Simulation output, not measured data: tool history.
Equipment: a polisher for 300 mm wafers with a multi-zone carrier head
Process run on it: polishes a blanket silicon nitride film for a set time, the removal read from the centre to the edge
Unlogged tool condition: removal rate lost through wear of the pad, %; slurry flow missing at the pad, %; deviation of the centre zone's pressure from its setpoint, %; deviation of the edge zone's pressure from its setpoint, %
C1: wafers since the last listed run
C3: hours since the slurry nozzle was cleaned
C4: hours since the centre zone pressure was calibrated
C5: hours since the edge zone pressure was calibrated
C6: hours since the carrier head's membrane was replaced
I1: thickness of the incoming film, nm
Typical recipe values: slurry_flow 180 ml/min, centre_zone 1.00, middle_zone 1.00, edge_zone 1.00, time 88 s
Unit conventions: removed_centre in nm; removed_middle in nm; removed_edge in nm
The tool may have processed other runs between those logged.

Run 1, hour 0.0: usual settings; C1 0; wafers polished on this pad 975; C3 119.3; C4 529.9; C5 379.1; C6 1390.6; I1 718.4. Result: removed_centre 234.8 nm, removed_middle 236.2 nm, removed_edge 240.2 nm.
Run 2, hour 62.4: usual settings; C1 608; wafers polished on this pad 1584; C3 181.7; C4 592.3; C5 441.5; C6 1453.0; I1 717.9. Result: removed_centre 233.1 nm, removed_middle 233.7 nm, removed_edge 239.2 nm.
At hour 76.5: worn pad replaced by a new one.
Run 3, hour 85.3: usual settings; C1 184; wafers polished on this pad 85; C3 204.6; C4 615.2; C5 464.4; C6 1475.9; I1 719.6. Result: removed_centre 230.8 nm, removed_middle 233.2 nm, removed_edge 233.8 nm.
Run 4, hour 114.6: usual settings but middle_zone 1.04; C1 285; wafers polished on this pad 371; C3 233.9; C4 644.5; C5 493.7; C6 1505.2; I1 724.5. Result: removed_centre 235.6 nm, removed_middle 237.3 nm, removed_edge 235.4 nm.
Run 5, hour 184.1: usual settings; C1 677; wafers polished on this pad 1049; C3 303.4; C4 714.0; C5 563.2; C6 1574.7; I1 707.9. Result: removed_centre 229.2 nm, removed_middle 235.1 nm, removed_edge 238.8 nm.
Run 6, hour 203.2: usual settings; C1 186; wafers polished on this pad 1235; C3 322.5; C4 733.1; C5 582.3; C6 1593.8; I1 727.4. Result: removed_centre 227.4 nm, removed_middle 232.9 nm, removed_edge 235.6 nm.
At hour 226.1: worn pad replaced by a new one.
Run 7, hour 234.9: usual settings; C1 270; wafers polished on this pad 85; C3 354.2; C4 764.8; C5 614.0; C6 1625.5; I1 713.3. Result: removed_centre 225.9 nm, removed_middle 229.5 nm, removed_edge 234.8 nm.
At hour 252.5: carrier head's membrane replaced by a new one.
Run 8, hour 266.0: usual settings; C1 254; wafers polished on this pad 340; C3 385.3; C4 795.9; C5 645.1; C6 13.5; I1 724.4. Result: removed_centre 225.4 nm, removed_middle 224.8 nm, removed_edge 230.9 nm.
Run 9, hour 285.7: usual settings but centre_zone 1.03; C1 192; wafers polished on this pad 532; C3 405.0; C4 815.6; C5 664.8; C6 33.2; I1 707.0. Result: removed_centre 232.4 nm, removed_middle 226.0 nm, removed_edge 226.4 nm.
Run 10, hour 314.6: usual settings; C1 281; wafers polished on this pad 814; C3 433.9; C4 844.5; C5 693.7; C6 62.1; I1 724.5. Result: removed_centre 224.4 nm, removed_middle 222.4 nm, removed_edge 235.4 nm.
Run 11, hour 343.0: usual settings but time 75 s; C1 276; wafers polished on this pad 1091; C3 462.3; C4 872.9; C5 722.1; C6 90.5; I1 731.9. Result: removed_centre 192.5 nm, removed_middle 190.0 nm, removed_edge 202.7 nm.
At hour 381.2: worn pad replaced by a new one.
Run 12, hour 444.9: usual settings but slurry_flow 135 ml/min, centre_zone 1.04, edge_zone 1.03, time 96 s; C1 954; wafers polished on this pad 621; C3 564.2; C4 974.8; C5 824.0; C6 192.4; I1 724.8. Result: removed_centre 228.9 nm, removed_middle 222.1 nm, removed_edge 243.4 nm.
Run 13, hour 461.8: usual settings but slurry_flow 205 ml/min, middle_zone 0.96, edge_zone 0.96; C1 164; wafers polished on this pad 786; C3 581.1; C4 991.7; C5 840.9; C6 209.3; I1 732.6. Result: removed_centre 234.0 nm, removed_middle 228.3 nm, removed_edge 235.5 nm.
At hour 490.9: edge zone pressure recalibrated.
At hour 518.5: centre zone pressure recalibrated.
At hour 526.5: worn pad replaced by a new one.
Run 14, hour 546.3: usual settings but slurry_flow 130 ml/min; C1 746; wafers polished on this pad 193; C3 665.6; C4 27.8; C5 55.4; C6 293.8; I1 710.5. Result: removed_centre 195.3 nm, removed_middle 201.2 nm, removed_edge 218.9 nm.
Run 15, hour 563.4: usual settings but slurry_flow 120 ml/min, middle_zone 0.90; C1 166; wafers polished on this pad 359; C3 682.7; C4 44.9; C5 72.5; C6 310.9; I1 731.1. Result: removed_centre 189.8 nm, removed_middle 179.4 nm, removed_edge 214.0 nm.
At hour 593.5: slurry nozzle cleaned.
Run 16, hour 595.8: usual settings but centre_zone 1.10; C1 306; wafers polished on this pad 666; C3 2.3; C4 77.3; C5 104.9; C6 343.3; I1 725.9. Result: removed_centre 266.4 nm, removed_middle 242.1 nm, removed_edge 251.8 nm.
Run 17, hour 628.6: usual settings; C1 319; wafers polished on this pad 986; C3 35.1; C4 110.1; C5 137.7; C6 376.1; I1 720.6. Result: removed_centre 240.6 nm, removed_middle 241.8 nm, removed_edge 244.7 nm.
Run 18, hour 655.2: usual settings but centre_zone 0.96; C1 259; wafers polished on this pad 1245; C3 61.7; C4 136.7; C5 164.3; C6 402.7; I1 715.3. Result: removed_centre 227.2 nm, removed_middle 240.3 nm, removed_edge 244.2 nm.
At hour 668.4: worn pad replaced by a new one.
Run 19, hour 690.6: usual settings; C1 306; wafers polished on this pad 216; C3 97.1; C4 172.1; C5 199.7; C6 438.1; I1 720.7. Result: removed_centre 241.6 nm, removed_middle 233.9 nm, removed_edge 240.6 nm.
Run 20, hour 704.2: usual settings but centre_zone 1.04, middle_zone 0.91; C1 132; wafers polished on this pad 349; C3 110.7; C4 185.7; C5 213.3; C6 451.7; I1 724.4. Result: removed_centre 249.9 nm, removed_middle 223.6 nm, removed_edge 240.4 nm.
Run 21, hour 728.1: usual settings but slurry_flow 230 ml/min, centre_zone 1.11, edge_zone 1.09; C1 233; wafers polished on this pad 582; C3 134.6; C4 209.6; C5 237.2; C6 475.6; I1 721.0. Result: removed_centre 276.0 nm, removed_middle 255.6 nm, removed_edge 259.9 nm.
Run 22, hour 762.0: usual settings; C1 330; wafers polished on this pad 913; C3 168.5; C4 243.5; C5 271.1; C6 509.5; I1 710.4. Result: removed_centre 232.9 nm, removed_middle 232.1 nm, removed_edge 238.5 nm.

Here are 4 independent what-if runs from the current tool condition. What would each one return?
Run A, hour 762.5: usual settings but slurry_flow 135 ml/min; C1 4; wafers polished on this pad 918; C3 169.0; C4 244.0; C5 271.6; C6 510.0; I1 716.2. Result: removed_centre ?, removed_middle ?, removed_edge ?.
Run B, hour 762.5: usual settings but slurry_flow 210 ml/min, middle_zone 0.92, edge_zone 1.08; C1 4; wafers polished on this pad 918; C3 169.0; C4 244.0; C5 271.6; C6 510.0; I1 716.2. Result: removed_centre ?, removed_middle ?, removed_edge ?.
Run C, hour 762.5: usual settings but slurry_flow 210 ml/min, edge_zone 1.04; C1 4; wafers polished on this pad 918; C3 169.0; C4 244.0; C5 271.6; C6 510.0; I1 716.2. Result: removed_centre ?, removed_middle ?, removed_edge ?.
Run D, hour 762.5: usual settings but middle_zone 0.94; C1 4; wafers polished on this pad 918; C3 169.0; C4 244.0; C5 271.6; C6 510.0; I1 716.2. Result: removed_centre ?, removed_middle ?, removed_edge ?.

run  removed_centre  removed_middle  removed_edge
  A           216.4           219.0         226.3
  B           243.1           229.2         253.1
  C           243.3           242.7         248.2
  D           235.1           225.7         238.4
Without the tool's hidden state the same runs would have given:
run  removed_centre  removed_middle  removed_edge
  A           228.3           229.5         233.8
  B           251.2           236.0         258.6
  C           251.4           249.9         253.6
  D           244.4           233.6         244.4

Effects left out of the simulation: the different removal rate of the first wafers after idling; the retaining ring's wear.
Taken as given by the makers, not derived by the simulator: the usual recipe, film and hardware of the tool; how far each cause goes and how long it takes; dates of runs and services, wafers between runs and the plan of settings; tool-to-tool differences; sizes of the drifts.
